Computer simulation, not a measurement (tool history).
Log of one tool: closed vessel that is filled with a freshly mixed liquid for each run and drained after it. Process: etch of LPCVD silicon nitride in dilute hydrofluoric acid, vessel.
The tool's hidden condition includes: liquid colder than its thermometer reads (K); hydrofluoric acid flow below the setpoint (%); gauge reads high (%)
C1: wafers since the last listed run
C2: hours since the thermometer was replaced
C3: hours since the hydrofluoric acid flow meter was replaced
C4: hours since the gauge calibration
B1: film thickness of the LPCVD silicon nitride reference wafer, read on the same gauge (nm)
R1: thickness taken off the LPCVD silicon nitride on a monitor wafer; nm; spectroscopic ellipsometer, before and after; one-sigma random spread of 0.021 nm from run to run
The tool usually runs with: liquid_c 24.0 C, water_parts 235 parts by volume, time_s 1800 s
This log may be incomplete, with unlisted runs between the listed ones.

{"run": 1, "hour": 0.0, "liquid_c": 24.0, "water_parts": 235, "time_s": 2035, "C1": 0, "C2": 739.9, "C3": 1767.2, "C4": 239.5, "B1": 140.006, "R1": 3.093}
{"run": 2, "hour": 25.1, "liquid_c": 24.0, "water_parts": 235, "time_s": 2035, "C1": 984, "C2": 765.0, "C3": 1792.3, "C4": 264.6, "B1": 140.001, "R1": 3.069}
{"hour": 43.3, "done": "gauge calibrated"}
{"run": 3, "hour": 45.6, "liquid_c": 24.0, "water_parts": 235, "time_s": 1800, "C1": 804, "C2": 785.5, "C3": 1812.8, "C4": 2.3, "B1": 140.047, "R1": 2.701}
{"run": 4, "hour": 121.4, "liquid_c": 24.0, "water_parts": 235, "time_s": 1800, "C1": 2974, "C2": 861.3, "C3": 1888.6, "C4": 78.1, "B1": 140.007, "R1": 2.663}
{"run": 5, "hour": 148.9, "liquid_c": 24.0, "water_parts": 235, "time_s": 1800, "C1": 1078, "C2": 888.8, "C3": 1916.1, "C4": 105.6, "B1": 139.985, "R1": 2.675}
{"run": 6, "hour": 179.6, "liquid_c": 24.0, "water_parts": 235, "time_s": 1800, "C1": 1204, "C2": 919.5, "C3": 1946.8, "C4": 136.3, "B1": 139.99, "R1": 2.665}
{"hour": 191.6, "done": "thermometer replaced"}
{"run": 7, "hour": 207.2, "liquid_c": 24.0, "water_parts": 235, "time_s": 1800, "C1": 1043, "C2": 15.6, "C3": 1974.4, "C4": 163.9, "B1": 140.044, "R1": 2.801}
{"run": 8, "hour": 224.8, "liquid_c": 24.0, "water_parts": 235, "time_s": 1800, "C1": 690, "C2": 33.2, "C3": 1992.0, "C4": 181.5, "B1": 139.976, "R1": 2.847}
{"run": 9, "hour": 256.1, "liquid_c": 24.0, "water_parts": 235, "time_s": 1800, "C1": 1228, "C2": 64.5, "C3": 2023.3, "C4": 212.8, "B1": 140.014, "R1": 2.831}
{"run": 10, "hour": 280.6, "liquid_c": 24.0, "water_parts": 235, "time_s": 1800, "C1": 961, "C2": 89.0, "C3": 2047.8, "C4": 237.3, "B1": 140.009, "R1": 2.813}
{"run": 11, "hour": 297.4, "liquid_c": 24.0, "water_parts": 235, "time_s": 1800, "C1": 659, "C2": 105.8, "C3": 2064.6, "C4": 254.1, "B1": 139.985, "R1": 2.79}
{"hour": 330.1, "done": "gauge calibrated"}
{"run": 12, "hour": 330.8, "liquid_c": 19.5, "water_parts": 235, "time_s": 1800, "C1": 1310, "C2": 139.2, "C3": 2098.0, "C4": 0.7, "B1": 139.985, "R1": 2.122}
{"run": 13, "hour": 357.8, "liquid_c": 24.0, "water_parts": 235, "time_s": 1800, "C1": 1059, "C2": 166.2, "C3": 2125.0, "C4": 27.7, "B1": 140.002, "R1": 2.795}
{"hour": 363.6, "done": "hydrofluoric acid flow meter replaced"}
{"run": 14, "hour": 375.7, "liquid_c": 19.5, "water_parts": 280, "time_s": 2370, "C1": 663, "C2": 184.1, "C3": 12.1, "C4": 45.6, "B1": 140.011, "R1": 2.61}
{"run": 15, "hour": 401.8, "liquid_c": 27.5, "water_parts": 175, "time_s": 1800, "C1": 1024, "C2": 210.2, "C3": 38.2, "C4": 71.7, "B1": 140.013, "R1": 5.233}
{"run": 16, "hour": 419.5, "liquid_c": 24.0, "water_parts": 235, "time_s": 1800, "C1": 694, "C2": 227.9, "C3": 55.9, "C4": 89.4, "B1": 139.992, "R1": 3.121}
{"run": 17, "hour": 453.1, "liquid_c": 28.0, "water_parts": 235, "time_s": 1800, "C1": 1318, "C2": 261.5, "C3": 89.5, "C4": 123.0, "B1": 140.012, "R1": 3.934}
{"run": 18, "hour": 476.2, "liquid_c": 19.0, "water_parts": 175, "time_s": 2385, "C1": 906, "C2": 284.6, "C3": 112.6, "C4": 146.1, "B1": 139.997, "R1": 3.954}
{"run": 19, "hour": 498.1, "liquid_c": 24.0, "water_parts": 270, "time_s": 1800, "C1": 859, "C2": 306.5, "C3": 134.5, "C4": 168.0, "B1": 139.957, "R1": 2.7}
{"run": 20, "hour": 525.0, "liquid_c": 28.0, "water_parts": 235, "time_s": 1800, "C1": 1055, "C2": 333.4, "C3": 161.4, "C4": 194.9, "B1": 140.05, "R1": 3.914}

How the hidden state differs across the entries between the runs, from the last listed run before each to the first after it:
Run 2 -> run 3: gauge calibrated (hour 43.3)
  liquid colder than its thermometer reads (K): 1.06 -> 1.09; hydrofluoric acid flow below the setpoint (%): 10.5 -> 10.6
  difference, measured minus the result without the unlogged condition, R1: -0.590 -> -0.529 nm
Run 6 -> run 7: thermometer replaced (hour 191.6)
  liquid colder than its thermometer reads (K): 1.25 -> 0.126; hydrofluoric acid flow below the setpoint (%): 11.4 -> 11.6
  difference, measured minus the result without the unlogged condition, R1: -0.581 -> -0.388 nm
Run 11 -> run 12: gauge calibrated (hour 330.1)
  liquid colder than its thermometer reads (K): 0.235 -> 0.276; hydrofluoric acid flow below the setpoint (%): 12.1 -> 12.3
  difference, measured minus the result without the unlogged condition, R1: -0.427 -> -0.330 nm
Run 13 -> run 14: hydrofluoric acid flow meter replaced (hour 363.6)
  liquid colder than its thermometer reads (K): 0.309 -> 0.331; hydrofluoric acid flow below the setpoint (%): 12.4 -> 1.18
  difference, measured minus the result without the unlogged condition, R1: -0.454 -> -0.087 nm
